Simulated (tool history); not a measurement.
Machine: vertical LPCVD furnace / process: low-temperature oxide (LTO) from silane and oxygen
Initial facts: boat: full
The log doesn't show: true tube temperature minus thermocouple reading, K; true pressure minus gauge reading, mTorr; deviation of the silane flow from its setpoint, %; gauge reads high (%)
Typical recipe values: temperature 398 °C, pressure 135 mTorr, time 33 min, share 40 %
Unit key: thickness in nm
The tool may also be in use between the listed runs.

run   hour  temperature  pressure  time  share  wafers since the last listed run  hours since the last temperature calibration  hours since the pressure gauge was zeroed  hours since the silane flow controller was replaced  hours since the gauge calibration  read-back reference wafer on the same gauge, thickness  thickness
  1      0          398       110    33     40                                 0                                        1561.1                                     1715.4                                               3798.3                              288.8                                                  196.94     139.13
  2   25.6          398       110    33     40                               488                                        1586.7                                       1741                                               3823.9                              314.4                                                  197.21     140.27
  3   84.1          398       110    33     40                              1116                                        1645.2                                     1799.5                                               3882.4                              372.9                                                  197.08     140.59
  4  124.6          407       135    33     40                               772                                        1685.7                                       1840                                               3922.9                              413.4                                                  196.86     189.33
  5  154.4          407       135    33     40                               568                                        1715.5                                     1869.8                                               3952.7                              443.2                                                  197.06     189.78
  6  197.3          398       135    33     40                               818                                        1758.4                                     1912.7                                               3995.6                              486.1                                                  197.17     171.76
  7    252          398       135    33     40                              1043                                        1813.1                                     1967.4                                               4050.3                              540.8                                                     197     172.43
  8    306          398       135    33     40                              1030                                        1867.1                                     2021.4                                               4104.3                              594.8                                                  197.12     172.69
  9  337.9          398       135    33     40                               608                                          1899                                     2053.3                                               4136.2                              626.7                                                  196.83     172.31
     375.1  -- silane flow controller replaced
 10  375.6          398       135    33     40                               261                                        1936.7                                       2091                                                  0.5                              664.4                                                   196.9     172.96
 11  431.4          398       135    33     33                              1064                                        1992.5                                     2146.8                                                 56.3                              720.2                                                  196.86      135.1
 12  471.1          398       135    33     40                               757                                        2032.2                                     2186.5                                                   96                              759.9                                                  196.81     173.43
 13  527.2          398       110    33     40                              1070                                        2088.3                                     2242.6                                                152.1                                816                                                   196.9     143.03
     649.5  -- pressure gauge zeroed
 14  657.7          390       135    33     40                              2032                                        2218.8                                        8.2                                                282.6                              946.5                                                  197.13     153.77
 15  706.3          398       135    33     40                               927                                        2267.4                                       56.8                                                331.2                              995.1                                                  196.97      168.4
     729.5  -- gauge calibrated
     786.9  -- thermocouples replaced and temperature profile calibrated
 16  787.4          405       165  25.5     47                              1089                                           0.5                                      137.9                                                412.3                               57.9                                                  196.85     204.36
 17  805.4          398       135    33     40                               343                                          18.5                                      155.9                                                430.3                               75.9                                                  197.07     167.68

The next listed run, before its measurement:
 18  830.2          398       135  25.5     37                               473                                          43.3                                      180.7                                                455.1                              100.7                                                       ?          ?

read-back reference wafer on the same gauge, thickness: 197.26
thickness: 117.71 nm
Without the tool's hidden state the same run would have given thickness 117.54 nm.

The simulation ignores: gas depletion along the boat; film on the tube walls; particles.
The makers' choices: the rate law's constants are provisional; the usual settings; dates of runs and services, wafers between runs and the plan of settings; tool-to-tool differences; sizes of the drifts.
